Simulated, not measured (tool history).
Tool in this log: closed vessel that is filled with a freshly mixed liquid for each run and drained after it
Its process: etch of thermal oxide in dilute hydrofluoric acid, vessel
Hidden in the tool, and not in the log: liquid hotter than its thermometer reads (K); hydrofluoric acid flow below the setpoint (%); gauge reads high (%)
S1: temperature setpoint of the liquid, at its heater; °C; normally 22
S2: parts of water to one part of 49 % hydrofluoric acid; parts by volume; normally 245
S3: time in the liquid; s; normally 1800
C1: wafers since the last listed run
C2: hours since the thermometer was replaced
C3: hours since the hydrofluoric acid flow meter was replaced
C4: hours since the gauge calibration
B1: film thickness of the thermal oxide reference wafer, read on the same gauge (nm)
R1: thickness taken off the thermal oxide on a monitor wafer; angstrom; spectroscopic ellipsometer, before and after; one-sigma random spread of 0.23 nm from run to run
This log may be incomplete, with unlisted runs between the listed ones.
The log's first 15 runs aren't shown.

| run | hour | S1 | S2 | S3 | C1 | C2 | C3 | C4 | B1 | R1 |
|---|---|---|---|---|---|---|---|---|---|---|
|  | 1122.3 | thermometer replaced |
| 16 | 1155.9 | 22 | 245 | 1110 | 4949 | 33.6 | 538.2 | 1899.7 | 105.33 | 149.8 |
| 17 | 1259.4 | 18.5 | 180 | 790 | 5444 | 137.1 | 641.7 | 2003.2 | 104.7 | 134.4 |
| 18 | 1334.1 | 22 | 245 | 1800 | 3929 | 211.8 | 716.4 | 2077.9 | 104.21 | 237.6 |
| 19 | 1406 | 23.5 | 245 | 2375 | 3782 | 283.7 | 788.3 | 2149.8 | 103.74 | 340 |
| 20 | 1480.6 | 18 | 135 | 1345 | 3924 | 358.3 | 862.9 | 2224.4 | 103.25 | 309.6 |
|  | 1492.4 | hydrofluoric acid flow meter replaced |
| 21 | 1556.1 | 25 | 190 | 1410 | 3918 | 433.8 | 63.7 | 2299.9 | 102.72 | 282.6 |
| 22 | 1650.5 | 18.5 | 165 | 2705 | 4965 | 528.2 | 158.1 | 2394.3 | 102.01 | 502.2 |
|  | 1702.3 | gauge calibrated |
| 23 | 1725.7 | 25.5 | 320 | 845 | 3955 | 603.4 | 233.3 | 23.4 | 110.6 | 97.7 |
|  | 1814.9 | thermometer replaced |
| 24 | 1825.6 | 24.5 | 185 | 1800 | 5202 | 10.7 | 333.2 | 123.3 | 110.58 | 396.2 |
| 25 | 1874.2 | 19.5 | 245 | 1800 | 2556 | 59.3 | 381.8 | 171.9 | 110.56 | 235.2 |
| 26 | 1958.8 | 25.5 | 345 | 805 | 4450 | 143.9 | 466.4 | 256.5 | 110.49 | 84.4 |
| 27 | 2012.9 | 23.5 | 245 | 2375 | 2845 | 198 | 520.5 | 310.6 | 110.42 | 356.7 |
| 28 | 2106.3 | 23.5 | 295 | 1470 | 4913 | 291.4 | 613.9 | 404 | 110.3 | 174.8 |
|  | 2320.8 | hydrofluoric acid flow meter replaced |
| 29 | 2417.2 | 22 | 245 | 1800 | 16301 | 602.3 | 96.4 | 714.9 | 109.82 | 256.7 |
| 30 | 2462.1 | 20.5 | 310 | 2420 | 2361 | 647.2 | 141.3 | 759.8 | 109.68 | 240 |
|  | 2477.1 | thermometer replaced |
| 31 | 2531.4 | 22 | 245 | 1800 | 3592 | 54.3 | 210.6 | 829.1 | 109.54 | 252.4 |
| 32 | 2632.3 | 22 | 310 | 1800 | 5307 | 155.2 | 311.5 | 930 | 109.25 | 188.4 |
| 33 | 2725.3 | 22 | 155 | 1800 | 4892 | 248.2 | 404.5 | 1023 | 108.94 | 435.6 |

Predict each of these 4 candidate next runs independently; none follows another, all start after run 33:
| A | 2726.5 | 22 | 245 | 1800 | 63 | 249.4 | 405.7 | 1024.2 | ? | ? |
| B | 2726.5 | 25 | 305 | 2265 | 63 | 249.4 | 405.7 | 1024.2 | ? | ? |
| C | 2726.5 | 22 | 200 | 1800 | 63 | 249.4 | 405.7 | 1024.2 | ? | ? |
| D | 2726.5 | 22 | 290 | 2865 | 63 | 249.4 | 405.7 | 1024.2 | ? | ? |

| run | B1 | R1 |
|---|---|---|
| A | 108.94 | 250 |
| B | 108.94 | 265 |
| C | 108.94 | 320.4 |
| D | 108.94 | 322 |
Had the tool no hidden state, the same runs would have come out as:
| run | R1 |
|---|---|
| A | 252.4 |
| B | 267.5 |
| C | 323.5 |
| D | 325.1 |
